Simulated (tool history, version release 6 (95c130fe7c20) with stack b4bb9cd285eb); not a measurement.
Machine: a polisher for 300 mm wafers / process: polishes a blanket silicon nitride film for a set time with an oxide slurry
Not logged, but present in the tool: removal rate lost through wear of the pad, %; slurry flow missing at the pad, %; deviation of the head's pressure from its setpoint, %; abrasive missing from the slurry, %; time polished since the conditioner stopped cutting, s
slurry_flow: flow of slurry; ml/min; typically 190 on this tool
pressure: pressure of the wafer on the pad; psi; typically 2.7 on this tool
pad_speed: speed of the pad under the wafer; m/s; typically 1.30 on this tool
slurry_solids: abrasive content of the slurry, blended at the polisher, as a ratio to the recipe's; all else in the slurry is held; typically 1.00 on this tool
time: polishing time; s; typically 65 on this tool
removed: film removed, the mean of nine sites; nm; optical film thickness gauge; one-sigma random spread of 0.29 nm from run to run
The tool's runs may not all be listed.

run	day	slurry_flow	pressure	pad_speed	slurry_solids	time	wafers since the last listed run	wafers polished on this pad	hours since the slurry nozzle was cleaned	hours since the head pressure was calibrated	hours since the slurry blender was calibrated	hours since the conditioning disc was replaced	incoming thickness of the incoming film, nm	removed
1	0.000	190	3.2	1.30	1.00	65	0	585	333.7	1083.4	110.2	29.1	552.8	39.0
2	1.117	190	2.7	1.30	1.00	65	192	777	360.5	1110.2	137.0	55.9	554.9	33.0
3	2.354	190	2.7	1.30	1.00	65	212	990	390.2	1139.9	166.7	85.6	551.7	33.3
# day 2.933: worn pad replaced by a new one
4	2.971	190	2.7	1.30	1.00	65	77	6	405.0	1154.7	181.5	100.4	550.3	32.6
# day 3.167: slurry blender recalibrated
5	3.704	235	2.7	1.30	1.00	65	111	118	422.6	1172.3	12.9	118.0	551.5	34.0
6	5.108	235	2.7	1.30	1.00	65	241	359	456.3	1206.0	46.6	151.7	548.7	33.9
7	5.917	190	2.7	1.30	1.00	65	139	499	475.7	1225.4	66.0	171.1	542.1	32.4
# day 6.371: slurry nozzle cleaned
# day 7.038: conditioning disc replaced and pad reconditioned
8	7.083	190	2.7	1.30	1.00	65	179	678	17.1	1253.4	94.0	1.1	552.9	34.2
9	7.871	190	2.7	1.30	1.00	65	135	813	36.0	1272.3	112.9	20.0	544.3	33.7
# day 8.400: worn pad replaced by a new one
10	8.858	190	2.7	1.30	1.00	65	141	79	59.7	1296.0	136.6	43.7	551.0	34.1
11	9.954	190	2.7	0.86	1.00	65	188	267	86.0	1322.3	162.9	70.0	540.9	26.4
12	11.304	250	2.7	1.30	1.00	65	232	500	118.4	1354.7	195.3	102.4	543.1	34.8
# day 12.454: slurry blender recalibrated
# day 13.425: head pressure recalibrated
# day 14.217: conditioning disc replaced and pad reconditioned
# day 14.983: worn pad replaced by a new one
13	15.004	190	2.7	1.30	1.00	65	564	3	207.2	37.9	61.2	18.9	549.7	33.2
14	16.312	190	2.2	0.92	1.00	65	225	228	238.6	69.3	92.6	50.3	553.1	22.2
15	17.400	190	2.7	1.30	1.00	85	187	415	264.7	95.4	118.7	76.4	550.3	43.0
16	18.117	210	2.7	1.52	1.00	65	123	538	281.9	112.6	135.9	93.6	550.3	37.3
17	19.346	190	2.7	1.30	1.00	65	211	750	311.4	142.1	165.4	123.1	542.8	33.3
18	20.596	190	2.7	1.30	0.85	65	215	965	341.4	172.1	195.4	153.1	555.2	31.2
# day 21.479: worn pad replaced by a new one
19	21.529	190	2.7	1.54	1.00	81	131	8	363.8	194.5	217.8	175.5	550.2	45.8
# day 22.079: slurry blender recalibrated
# day 22.525: conditioning disc replaced and pad reconditioned
20	22.546	130	2.2	1.30	1.30	65	146	154	388.2	218.9	11.2	0.5	560.9	27.0
21	23.083	190	2.7	1.02	1.00	54	92	247	401.1	231.8	24.1	13.4	543.4	23.4
22	24.033	170	2.7	1.30	1.00	65	163	410	423.9	254.6	46.9	36.2	551.9	32.0
23	25.408	190	2.7	1.30	1.00	57	236	647	456.9	287.6	79.9	69.2	551.0	28.8
24	26.475	190	3.0	1.30	1.00	65	183	830	482.5	313.2	105.5	94.8	544.6	36.2

What was the tool's hidden state at every run in the log?
removal rate lost through wear of the pad, %: 0 at every run
deviation of the head's pressure from its setpoint, %: 0 at every run
abrasive missing from the slurry, %: 0 at every run
time polished since the conditioner stopped cutting, s: 0 at every run
H1: slurry flow missing at the pad, %
run	H1
1	18
2	19.3
3	20.8
4	21.6
5	22.5
6	24.2
7	25.2
8	4.15
9	5.11
10	6.32
11	7.66
12	9.3
13	13.8
14	15.4
15	16.7
16	17.6
17	19.1
18	20.6
19	21.8
20	23
21	23.7
22	24.8
23	26.5
24	27.8
